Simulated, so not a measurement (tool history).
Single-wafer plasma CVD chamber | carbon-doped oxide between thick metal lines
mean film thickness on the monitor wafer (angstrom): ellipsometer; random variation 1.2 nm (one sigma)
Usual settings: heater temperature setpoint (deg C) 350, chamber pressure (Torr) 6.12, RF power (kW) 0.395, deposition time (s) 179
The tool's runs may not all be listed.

run   hour  heater temperature setpoint (deg C)  chamber pressure (Torr)  RF power (kW)  deposition time (s)  wafers since the last listed run  hours since the last thermocouple change  hours since the last RF generator calibration  hours since the last manometer calibration  hours since the showerhead was replaced  hours since the gauge calibration  read-back reference wafer on the same gauge, thickness_nm  mean film thickness on the monitor wafer (angstrom)
  1    0.0                                  350                     5.54          0.395                  179                                 0                                     732.9                                         1773.7                                      2296.8                                   5197.5                              397.9                                                    860.520                                              7762.32
  2   13.8                                  350                     5.54          0.395                  179                               118                                     746.7                                         1787.5                                      2310.6                                   5211.3                              411.7                                                    860.910                                              7761.36
  3   24.6                                  350                     5.34          0.395                  179                                93                                     757.5                                         1798.3                                      2321.4                                   5222.1                              422.5                                                    860.569                                              7692.65
  4   31.6                                  350                     6.12          0.395                  179                                60                                     764.5                                         1805.3                                      2328.4                                   5229.1                              429.5                                                    861.179                                              7897.86
  5   46.3                                  350                     6.12          0.395                  179                               126                                     779.2                                         1820.0                                      2343.1                                   5243.8                              444.2                                                    861.150                                              7874.67
  6   59.7                                  350                     6.12          0.395                  179                               115                                     792.6                                         1833.4                                      2356.5                                   5257.2                              457.6                                                    861.184                                              7878.15
  7   67.2                                  350                     6.12          0.395                  179                                64                                     800.1                                         1840.9                                      2364.0                                   5264.7                              465.1                                                    860.976                                              7849.72
  8   79.3                                  350                     6.12          0.340                  179                               104                                     812.2                                         1853.0                                      2376.1                                   5276.8                              477.2                                                    861.371                                              6730.46
  9   89.8                                  350                     6.12          0.340                  179                                90                                     822.7                                         1863.5                                      2386.6                                   5287.3                              487.7                                                    860.730                                              6725.16
 10  101.7                                  350                     6.12          0.340                  179                               102                                     834.6                                         1875.4                                      2398.5                                   5299.2                              499.6                                                    860.811                                              6718.10
     103.2  -- gauge calibrated
 11  108.4                                  350                     6.12          0.395                  179                                57                                     841.3                                         1882.1                                      2405.2                                   5305.9                                5.2                                                    861.300                                              7864.10
 12  114.9                                  350                     6.62          0.395                  179                                56                                     847.8                                         1888.6                                      2411.7                                   5312.4                               11.7                                                    860.552                                              7908.61
 13  131.2                                  350                     5.19          0.395                  179                               140                                     864.1                                         1904.9                                      2428.0                                   5328.7                               28.0                                                    860.962                                              7622.05
     146.5  -- thermocouple changed; heater temperature recalibrated
 14  148.4                                  340                     6.89          0.395                  193                                79                                       1.9                                         1922.1                                      2445.2                                   5345.9                               45.2                                                    860.998                                              8954.56
 15  160.9                                  354                     7.35          0.395                  200                               107                                      14.4                                         1934.6                                      2457.7                                   5358.4                               57.7                                                    861.139                                              8899.75
 16  176.7                                  350                     6.12          0.395                  179                               136                                      30.2                                         1950.4                                      2473.5                                   5374.2                               73.5                                                    860.472                                              7935.16
     194.1  -- showerhead replaced
 17  194.6                                  350                     6.12          0.345                  179                                85                                      48.1                                         1968.3                                      2491.4                                      0.5                               91.4                                                    860.791                                              6890.41
 18  200.7                                  336                     7.05          0.315                  206                                52                                      54.2                                         1974.4                                      2497.5                                      6.6                               97.5                                                    861.104                                              7574.24
     218.4  -- capacitance manometer re-zeroed and calibrated
 19  218.9                                  350                     6.12          0.395                  179                                87                                      72.4                                         1992.6                                         0.5                                     24.8                              115.7                                                    861.062                                              7918.37
 20  220.9                                  350                     7.54          0.425                  201                                17                                      74.4                                         1994.6                                         2.5                                     26.8                              117.7                                                    860.924                                              9734.48
     229.2  -- RF generator calibrated
 21  230.2                                  350                     6.12          0.360                  179                                11                                      83.7                                            1.0                                        11.8                                     36.1                              127.0                                                    861.076                                              7487.61
 22  244.9                                  339                     6.12          0.395                  213                               126                                      98.4                                           15.7                                        26.5                                     50.8                              141.7                                                    860.621                                             10124.24
 23  262.5                                  350                     6.12          0.395                  179                               151                                     116.0                                           33.3                                        44.1                                     68.4                              159.3                                                    861.287                                              8213.63
 24  276.3                                  355                     7.30          0.335                  144                               118                                     129.8                                           47.1                                        57.9                                     82.2                              173.1                                                    861.107                                              5604.83
 25  288.7                                  350                     6.12          0.395                  179                               106                                     142.2                                           59.5                                        70.3                                     94.6                              185.5                                                    861.184                                              8242.98
 26  304.5                                  350                     6.12          0.395                  204                               136                                     158.0                                           75.3                                        86.1                                    110.4                              201.3                                                    861.171                                              9344.80
 27  316.6                                  350                     6.12          0.450                  179                               104                                     170.1                                           87.4                                        98.2                                    122.5                              213.4                                                    861.260                                              9310.15

The same runs without the tool's hidden state, with the same run-to-run variation:
The hidden state here: wafer temperature above the value expected at the setpoint (K); delivered RF power above the setpoint (%); true pressure above the setpoint (%); gauge reads high (%).
run  mean film thickness on the monitor wafer (angstrom)
  1                                              8124.05
  2                                              8128.89
  3                                              8061.50
  4                                              8279.59
  5                                              8261.71
  6                                              8271.26
  7                                              8244.71
  8                                              7083.89
  9                                              7082.44
 10                                              7079.70
 11                                              8278.19
 12                                              8328.00
 13                                              8033.40
 14                                              9305.27
 15                                              9254.83
 16                                              8259.08
 17                                              7185.76
 18                                              7916.59
 19                                              8261.34
 20                                             10147.95
 21                                              7507.84
 22                                             10156.81
 23                                              8239.97
 24                                              5624.29
 25                                              8273.29
 26                                              9381.87
 27                                              9347.41
